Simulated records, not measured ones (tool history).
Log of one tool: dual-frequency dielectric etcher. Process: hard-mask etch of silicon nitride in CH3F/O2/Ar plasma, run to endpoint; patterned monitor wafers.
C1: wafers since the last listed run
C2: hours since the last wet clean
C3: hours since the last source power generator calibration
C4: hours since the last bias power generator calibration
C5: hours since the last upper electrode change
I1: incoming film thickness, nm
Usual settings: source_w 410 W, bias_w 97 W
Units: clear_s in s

run 1 hour=0 | source_w=410 bias_w=97 | C1=0 C2=439.8 C3=4147.9 C4=2298.7 C5=5895.9 | I1=36.75 | clear_s=48.9
run 2 hour=20.3 | source_w=410 bias_w=97 | C1=282 C2=460.1 C3=4168.2 C4=2319 C5=5916.2 | I1=36.8 | clear_s=49.1
run 3 hour=34.6 | source_w=410 bias_w=97 | C1=198 C2=474.4 C3=4182.5 C4=2333.3 C5=5930.5 | I1=36.72 | clear_s=49.1
run 4 hour=57.6 | source_w=410 bias_w=97 | C1=319 C2=497.4 C3=4205.5 C4=2356.3 C5=5953.5 | I1=36.35 | clear_s=49.1
run 5 hour=75.4 | source_w=410 bias_w=97 | C1=247 C2=515.2 C3=4223.3 C4=2374.1 C5=5971.3 | I1=36.7 | clear_s=49.3
run 6 hour=92.6 | source_w=410 bias_w=79 | C1=239 C2=532.4 C3=4240.5 C4=2391.3 C5=5988.5 | I1=36.81 | clear_s=52.4
run 7 hour=112.9 | source_w=410 bias_w=97 | C1=282 C2=552.7 C3=4260.8 C4=2411.6 C5=6008.8 | I1=36.43 | clear_s=49.8
-- hour=139.2 wet clean of the chamber
run 8 hour=139.7 | source_w=410 bias_w=97 | C1=38 C2=0.5 C3=4287.6 C4=2438.4 C5=6035.6 | I1=36.5 | clear_s=46.7
run 9 hour=159.8 | source_w=410 bias_w=97 | C1=279 C2=20.6 C3=4307.7 C4=2458.5 C5=6055.7 | I1=36.21 | clear_s=46.7
run 10 hour=186.2 | source_w=460 bias_w=87 | C1=366 C2=47 C3=4334.1 C4=2484.9 C5=6082.1 | I1=36.75 | clear_s=46.3
run 11 hour=215.6 | source_w=320 bias_w=107 | C1=408 C2=76.4 C3=4363.5 C4=2514.3 C5=6111.5 | I1=36.56 | clear_s=48.2
-- hour=252.6 source power generator calibrated
run 12 hour=271.6 | source_w=410 bias_w=97 | C1=722 C2=132.4 C3=19 C4=2570.3 C5=6167.5 | I1=36.38 | clear_s=46.1
-- hour=289.7 bias power generator calibrated
run 13 hour=290.2 | source_w=500 bias_w=104 | C1=202 C2=151 C3=37.6 C4=0.5 C5=6186.1 | I1=36.66 | clear_s=43.6
run 14 hour=310.9 | source_w=440 bias_w=107 | C1=287 C2=171.7 C3=58.3 C4=21.2 C5=6206.8 | I1=36.66 | clear_s=45.3
-- hour=343.3 upper electrode replaced
run 15 hour=343.8 | source_w=370 bias_w=82 | C1=123 C2=204.6 C3=91.2 C4=54.1 C5=0.5 | I1=36.67 | clear_s=51.3
run 16 hour=346.4 | source_w=410 bias_w=97 | C1=36 C2=207.2 C3=93.8 C4=56.7 C5=3.1 | I1=36.59 | clear_s=47.4
run 17 hour=378.2 | source_w=360 bias_w=81 | C1=441 C2=239 C3=125.6 C4=88.5 C5=34.9 | I1=36.33 | clear_s=52.8
run 18 hour=409.6 | source_w=500 bias_w=83 | C1=436 C2=270.4 C3=157 C4=119.9 C5=66.3 | I1=36.61 | clear_s=47.5
run 19 hour=444.4 | source_w=410 bias_w=97 | C1=483 C2=305.2 C3=191.8 C4=154.7 C5=101.1 | I1=36.41 | clear_s=48.1

Forecast each of these 4 alternatives for the next run:
run A hour=444.8 | source_w=410 bias_w=97 | C1=5 C2=305.6 C3=192.2 C4=155.1 C5=101.5 | I1=36.64 | clear_s=?
run B hour=444.8 | source_w=350 bias_w=89 | C1=5 C2=305.6 C3=192.2 C4=155.1 C5=101.5 | I1=36.64 | clear_s=?
run C hour=444.8 | source_w=350 bias_w=88 | C1=5 C2=305.6 C3=192.2 C4=155.1 C5=101.5 | I1=36.64 | clear_s=?
run D hour=444.8 | source_w=470 bias_w=103 | C1=5 C2=305.6 C3=192.2 C4=155.1 C5=101.5 | I1=36.64 | clear_s=?

run=A clear_s=48.4
run=B clear_s=52.1
run=C clear_s=52.3
run=D clear_s=45.5
Without the tool's hidden state the same runs would have given:
run=A clear_s=46.8
run=B clear_s=50.4
run=C clear_s=50.6
run=D clear_s=44
